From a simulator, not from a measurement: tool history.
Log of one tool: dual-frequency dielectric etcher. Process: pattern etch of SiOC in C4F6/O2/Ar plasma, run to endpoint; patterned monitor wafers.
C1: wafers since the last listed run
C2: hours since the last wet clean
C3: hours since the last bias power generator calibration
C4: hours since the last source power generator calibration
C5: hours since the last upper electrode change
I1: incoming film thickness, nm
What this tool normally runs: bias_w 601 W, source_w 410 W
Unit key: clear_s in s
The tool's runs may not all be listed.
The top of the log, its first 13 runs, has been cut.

Run 14, hour 296.8: usual settings but bias_w 543 W; C1 381; C2 361.6; C3 3575.8; C4 53.4; C5 3544.5; I1 28.65. Result: clear_s 8.8 s.
Run 15, hour 311.6: usual settings; C1 237; C2 376.4; C3 3590.6; C4 68.2; C5 3559.3; I1 28.24. Result: clear_s 8.5 s.
Run 16, hour 343.4: usual settings; C1 509; C2 408.2; C3 3622.4; C4 100.0; C5 3591.1; I1 28.71. Result: clear_s 8.6 s.
Run 17, hour 360.3: usual settings but bias_w 714 W; C1 270; C2 425.1; C3 3639.3; C4 116.9; C5 3608.0; I1 28.22. Result: clear_s 8.1 s.
Run 18, hour 394.6: usual settings but bias_w 493 W; C1 549; C2 459.4; C3 3673.6; C4 151.2; C5 3642.3; I1 28.43. Result: clear_s 9.0 s.
Run 19, hour 412.1: usual settings but bias_w 484 W; C1 280; C2 476.9; C3 3691.1; C4 168.7; C5 3659.8; I1 28.46. Result: clear_s 9.1 s.
Run 20, hour 434.1: usual settings but bias_w 458 W; C1 352; C2 498.9; C3 3713.1; C4 190.7; C5 3681.8; I1 28.19. Result: clear_s 9.1 s.
Run 21, hour 452.0: usual settings; C1 286; C2 516.8; C3 3731.0; C4 208.6; C5 3699.7; I1 28.22. Result: clear_s 8.4 s.
At hour 477.3: bias power generator calibrated.
At hour 487.6: upper electrode replaced.
Run 22, hour 488.1: usual settings but source_w 500 W; C1 348; C2 552.9; C3 10.8; C4 244.7; C5 0.5; I1 28.23. Result: clear_s 7.8 s.
Run 23, hour 488.5: usual settings but bias_w 685 W, source_w 450 W; C1 6; C2 553.3; C3 11.2; C4 245.1; C5 0.9; I1 28.45. Result: clear_s 7.8 s.
Run 24, hour 500.6: usual settings but source_w 470 W; C1 193; C2 565.4; C3 23.3; C4 257.2; C5 13.0; I1 28.57. Result: clear_s 8.1 s.
Run 25, hour 534.5: usual settings but bias_w 640 W, source_w 320 W; C1 543; C2 599.3; C3 57.2; C4 291.1; C5 46.9; I1 28.06. Result: clear_s 8.9 s.
At hour 564.1: wet clean of the chamber.
Run 26, hour 564.6: usual settings but bias_w 640 W, source_w 320 W; C1 97; C2 0.5; C3 87.3; C4 321.2; C5 77.0; I1 28.24. Result: clear_s 9.2 s.
Run 27, hour 564.9: usual settings but bias_w 645 W, source_w 490 W; C1 4; C2 0.8; C3 87.6; C4 321.5; C5 77.3; I1 28.32. Result: clear_s 7.8 s.
Run 28, hour 591.4: usual settings; C1 424; C2 27.3; C3 114.1; C4 348.0; C5 103.8; I1 28.63. Result: clear_s 8.7 s.

Expected results for the next run?
Run 29, hour 697.1: usual settings; C1 1693; C2 133.0; C3 219.8; C4 453.7; C5 209.5; I1 28.33. Result: clear_s ?.

clear_s: 8.6 s
Were there no unlogged condition in the tool, this run, its random variation unchanged, would have produced clear_s 8.6 s.
